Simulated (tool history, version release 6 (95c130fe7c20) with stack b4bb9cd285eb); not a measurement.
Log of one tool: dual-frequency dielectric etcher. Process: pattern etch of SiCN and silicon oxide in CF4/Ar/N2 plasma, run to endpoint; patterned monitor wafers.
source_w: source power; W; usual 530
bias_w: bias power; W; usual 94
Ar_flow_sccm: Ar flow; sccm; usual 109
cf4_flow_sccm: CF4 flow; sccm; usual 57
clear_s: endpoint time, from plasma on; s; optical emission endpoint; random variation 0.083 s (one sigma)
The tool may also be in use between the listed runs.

| run | hour | source_w | bias_w | Ar_flow_sccm | cf4_flow_sccm | incoming incoming film thickness, nm | clear_s |
|---|---|---|---|---|---|---|---|
| 1 | 0.0 | 440 | 94 | 109 | 57 | 17.41 | 20.0 |
| 2 | 41.7 | 440 | 94 | 109 | 57 | 17.55 | 20.4 |
| 3 | 114.6 | 440 | 94 | 109 | 57 | 17.39 | 20.1 |
| 4 | 151.1 | 530 | 94 | 109 | 57 | 17.35 | 17.2 |
| 5 | 196.4 | 530 | 94 | 109 | 57 | 17.54 | 17.5 |
| 6 | 252.6 | 530 | 94 | 109 | 57 | 17.37 | 17.5 |
|  | 261.5 | source power generator calibrated |
| 7 | 279.2 | 530 | 94 | 109 | 57 | 17.45 | 17.5 |
|  | 310.6 | CF4 flow controller replaced |
|  | 315.4 | bias power generator calibrated |
| 8 | 342.7 | 530 | 94 | 109 | 57 | 17.30 | 17.5 |
|  | 391.6 | upper electrode replaced |
| 9 | 392.1 | 650 | 94 | 132 | 57 | 17.38 | 15.4 |
| 10 | 426.1 | 530 | 94 | 131 | 57 | 17.29 | 18.1 |
| 11 | 487.4 | 530 | 94 | 96 | 57 | 17.33 | 17.4 |
|  | 493.9 | Ar flow controller replaced |
| 12 | 536.8 | 490 | 87 | 109 | 57 | 17.42 | 19.5 |
|  | 562.5 | wet clean of the chamber |
| 13 | 608.4 | 630 | 94 | 109 | 57 | 17.15 | 14.7 |
| 14 | 636.6 | 530 | 94 | 96 | 57 | 17.48 | 17.1 |
| 15 | 665.7 | 530 | 94 | 102 | 57 | 17.36 | 17.2 |
| 16 | 710.3 | 530 | 94 | 109 | 57 | 17.56 | 17.7 |

3 ways to go on from here, each from the tool as it stands after run 16. What would each give?
| A | 710.7 | 570 | 94 | 109 | 57 | 17.45 | ? |
| B | 710.7 | 530 | 77 | 109 | 48 | 17.45 | ? |
| C | 710.7 | 420 | 94 | 118 | 69 | 17.45 | ? |

| run | clear_s |
|---|---|
| A | 16.6 |
| B | 19.4 |
| C | 21.2 |
Without the tool's hidden state the same runs would have given:
| run | clear_s |
|---|---|
| A | 16.4 |
| B | 19.1 |
| C | 20.9 |
